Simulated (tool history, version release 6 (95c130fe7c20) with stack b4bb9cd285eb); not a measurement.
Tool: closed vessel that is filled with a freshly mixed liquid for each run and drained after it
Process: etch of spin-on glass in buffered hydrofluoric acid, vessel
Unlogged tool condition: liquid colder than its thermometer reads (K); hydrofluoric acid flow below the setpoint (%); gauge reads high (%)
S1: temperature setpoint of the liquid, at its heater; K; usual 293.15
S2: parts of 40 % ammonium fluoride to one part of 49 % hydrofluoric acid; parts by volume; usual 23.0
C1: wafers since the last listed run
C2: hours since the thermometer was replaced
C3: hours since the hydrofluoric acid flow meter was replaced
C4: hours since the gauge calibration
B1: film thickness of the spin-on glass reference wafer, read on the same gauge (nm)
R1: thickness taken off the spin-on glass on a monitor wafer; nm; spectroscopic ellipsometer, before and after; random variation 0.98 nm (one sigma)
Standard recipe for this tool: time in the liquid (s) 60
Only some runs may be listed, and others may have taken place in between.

Run 1, hour 0.0: usual settings but S2 20.0 parts by volume; C1 0; C2 975.1; C3 61.0; C4 251.9; B1 70.03. Result: R1 108.36 nm.
Run 2, hour 13.4: usual settings but S2 20.0 parts by volume; C1 1004; C2 988.5; C3 74.4; C4 265.3; B1 69.99. Result: R1 107.86 nm.
Run 3, hour 26.2: usual settings but S2 20.0 parts by volume; C1 959; C2 1001.3; C3 87.2; C4 278.1; B1 70.01. Result: R1 107.07 nm.
Run 4, hour 33.6: usual settings; C1 554; C2 1008.7; C3 94.6; C4 285.5; B1 70.01. Result: R1 96.12 nm.
Run 5, hour 44.7: usual settings; C1 832; C2 1019.8; C3 105.7; C4 296.6; B1 70.00. Result: R1 96.98 nm.
Run 6, hour 59.5: usual settings; C1 1109; C2 1034.6; C3 120.5; C4 311.4; B1 69.99. Result: R1 98.66 nm.
Run 7, hour 68.8: usual settings; C1 697; C2 1043.9; C3 129.8; C4 320.7; B1 69.99. Result: R1 97.45 nm.
Run 8, hour 82.6: usual settings; C1 1034; C2 1057.7; C3 143.6; C4 334.5; B1 69.99. Result: R1 98.62 nm.
Run 9, hour 97.8: usual settings but S1 290.65 K, time in the liquid (s) 70; C1 1139; C2 1072.9; C3 158.8; C4 349.7; B1 70.02. Result: R1 96.99 nm.
Run 10, hour 104.5: usual settings but S1 290.65 K, time in the liquid (s) 70; C1 502; C2 1079.6; C3 165.5; C4 356.4; B1 70.00. Result: R1 96.72 nm.
Run 11, hour 112.3: usual settings; C1 584; C2 1087.4; C3 173.3; C4 364.2; B1 69.99. Result: R1 96.69 nm.
Run 12, hour 129.3: usual settings; C1 1274; C2 1104.4; C3 190.3; C4 381.2; B1 70.01. Result: R1 94.43 nm.
Run 13, hour 142.8: usual settings; C1 1012; C2 1117.9; C3 203.8; C4 394.7; B1 69.99. Result: R1 96.23 nm.
At hour 150.5: gauge calibrated.
Run 14, hour 159.8: usual settings but S1 294.65 K, S2 30.0 parts by volume, time in the liquid (s) 70; C1 1274; C2 1134.9; C3 220.8; C4 9.3; B1 69.99. Result: R1 99.42 nm.
Run 15, hour 174.2: usual settings but S1 290.15 K, S2 17.5 parts by volume, time in the liquid (s) 30; C1 1079; C2 1149.3; C3 235.2; C4 23.7; B1 69.99. Result: R1 50.25 nm.
Run 16, hour 187.0: usual settings but S2 20.5 parts by volume, time in the liquid (s) 75; C1 959; C2 1162.1; C3 248.0; C4 36.5; B1 70.01. Result: R1 127.90 nm.
Run 17, hour 202.6: usual settings but S2 17.5 parts by volume, time in the liquid (s) 85; C1 1169; C2 1177.7; C3 263.6; C4 52.1; B1 70.03. Result: R1 166.27 nm.
Run 18, hour 210.7: usual settings but S1 296.15 K, S2 27.0 parts by volume, time in the liquid (s) 70; C1 607; C2 1185.8; C3 271.7; C4 60.2; B1 70.00. Result: R1 117.24 nm.
Run 19, hour 228.1: usual settings but S2 30.0 parts by volume; C1 1304; C2 1203.2; C3 289.1; C4 77.6; B1 70.01. Result: R1 75.88 nm.
Run 20, hour 270.0: usual settings but S1 290.15 K, time in the liquid (s) 80; C1 3142; C2 1245.1; C3 331.0; C4 119.5; B1 70.00. Result: R1 105.11 nm.
Run 21, hour 287.7: usual settings but S1 296.15 K; C1 1327; C2 1262.8; C3 348.7; C4 137.2; B1 69.99. Result: R1 110.04 nm.
At hour 299.0: thermometer replaced.
Run 22, hour 299.5: usual settings but S1 294.65 K, S2 18.0 parts by volume, time in the liquid (s) 85; C1 809; C2 0.5; C3 360.5; C4 149.0; B1 69.99. Result: R1 196.78 nm.
At hour 304.1: hydrofluoric acid flow meter replaced.
Run 23, hour 313.4: usual settings but S1 295.15 K, time in the liquid (s) 85; C1 967; C2 14.4; C3 9.3; C4 162.9; B1 70.02. Result: R1 174.49 nm.
Run 24, hour 328.6: usual settings; C1 1139; C2 29.6; C3 24.5; C4 178.1; B1 70.00. Result: R1 108.11 nm.
Run 25, hour 336.2: usual settings but S1 290.15 K; C1 569; C2 37.2; C3 32.1; C4 185.7; B1 70.00. Result: R1 91.87 nm.
Run 26, hour 354.1: usual settings but S2 18.0 parts by volume, time in the liquid (s) 90; C1 1342; C2 55.1; C3 50.0; C4 203.6; B1 70.01. Result: R1 200.38 nm.
Run 27, hour 363.3: usual settings but S1 290.65 K, time in the liquid (s) 70; C1 689; C2 64.3; C3 59.2; C4 212.8; B1 70.00. Result: R1 109.63 nm.
Run 28, hour 371.6: usual settings but S1 291.65 K, S2 16.5 parts by volume, time in the liquid (s) 30; C1 622; C2 72.6; C3 67.5; C4 221.1; B1 69.99. Result: R1 67.00 nm.
Run 29, hour 378.2: usual settings; C1 494; C2 79.2; C3 74.1; C4 227.7; B1 70.01. Result: R1 108.37 nm.
Run 30, hour 385.3: usual settings but S1 296.65 K, S2 14.5 parts by volume, time in the liquid (s) 70; C1 532; C2 86.3; C3 81.2; C4 234.8; B1 69.99. Result: R1 229.68 nm.
Run 31, hour 399.3: usual settings but S1 296.15 K, S2 15.5 parts by volume, time in the liquid (s) 95; C1 1049; C2 100.3; C3 95.2; C4 248.8; B1 69.99. Result: R1 281.35 nm.
Run 32, hour 417.0: usual settings; C1 1327; C2 118.0; C3 112.9; C4 266.5; B1 70.01. Result: R1 108.79 nm.

What differs in the tool's unlogged condition from the final listed run ahead of each entry between runs to the first listed run following it?
Runs 13 to 14: gauge calibrated (hour 150.5)
  liquid colder than its thermometer reads (K): 2.65 -> 2.69; hydrofluoric acid flow below the setpoint (%): 2.93 -> 3.15
  difference, measured minus the result without the unlogged condition, R1: -17.93 -> -19.95 nm
Runs 21 to 22: thermometer replaced (hour 299.0)
  liquid colder than its thermometer reads (K): 2.96 -> 0.448; hydrofluoric acid flow below the setpoint (%): 4.83 -> 4.99
  difference, measured minus the result without the unlogged condition, R1: -24.24 -> -15.44 nm
Runs 22 to 23: hydrofluoric acid flow meter replaced (hour 304.1)
  liquid colder than its thermometer reads (K): 0.448 -> 0.478; hydrofluoric acid flow below the setpoint (%): 4.99 -> 0.352
  difference, measured minus the result without the unlogged condition, R1: -15.44 -> -5.15 nm
